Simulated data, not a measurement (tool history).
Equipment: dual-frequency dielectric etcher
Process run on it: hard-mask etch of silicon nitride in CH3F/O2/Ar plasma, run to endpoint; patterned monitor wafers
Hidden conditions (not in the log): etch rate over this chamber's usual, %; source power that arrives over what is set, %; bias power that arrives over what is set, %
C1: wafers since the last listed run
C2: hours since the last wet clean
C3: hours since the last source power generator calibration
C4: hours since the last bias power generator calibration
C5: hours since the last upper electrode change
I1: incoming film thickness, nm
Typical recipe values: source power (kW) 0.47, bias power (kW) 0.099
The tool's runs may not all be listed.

Run 1, hour 0: usual settings; C1 0; C2 600; C3 3481.3; C4 4133.1; C5 2609; I1 33.84. Result: endpoint time (s) 39.3.
Run 2, hour 17.7: usual settings but source power (kW) 0.38; C1 129; C2 617.7; C3 3499; C4 4150.8; C5 2626.7; I1 33.41. Result: endpoint time (s) 42.1.
At hour 49.9: wet clean of the chamber.
Run 3, hour 50.4: usual settings but source power (kW) 0.38; C1 63; C2 0.5; C3 3531.7; C4 4183.5; C5 2659.4; I1 33.65. Result: endpoint time (s) 40.4.
Run 4, hour 50.8: usual settings but source power (kW) 0.53; C1 2; C2 0.9; C3 3532.1; C4 4183.9; C5 2659.8; I1 33.67. Result: endpoint time (s) 35.7.
Run 5, hour 51.1: usual settings but source power (kW) 0.51; C1 2; C2 1.2; C3 3532.4; C4 4184.2; C5 2660.1; I1 33.62. Result: endpoint time (s) 36.4.
Run 6, hour 54.6: usual settings but bias power (kW) 0.09; C1 25; C2 4.7; C3 3535.9; C4 4187.7; C5 2663.6; I1 34.15. Result: endpoint time (s) 39.7.
At hour 59: source power generator calibrated.
Run 7, hour 63.2: usual settings but bias power (kW) 0.09; C1 33; C2 13.3; C3 4.2; C4 4196.3; C5 2672.2; I1 34.39. Result: endpoint time (s) 40.1.
Run 8, hour 74.6: usual settings but source power (kW) 0.5, bias power (kW) 0.121; C1 83; C2 24.7; C3 15.6; C4 4207.7; C5 2683.6; I1 33.98. Result: endpoint time (s) 33.9.
At hour 88.3: bias power generator calibrated.
At hour 101.8: upper electrode replaced.
Run 9, hour 102.3: usual settings but source power (kW) 0.52; C1 74; C2 52.4; C3 43.3; C4 14; C5 0.5; I1 33.57. Result: endpoint time (s) 36.

Run 10 is up next; what results do you expect?
Run 10, hour 108: usual settings; C1 41; C2 58.1; C3 49; C4 19.7; C5 6.2; I1 34.07. Result: endpoint time (s) ?.

endpoint time (s): 38
The same run, on a tool lacking any hidden state, would have yielded endpoint time (s) 37.9.
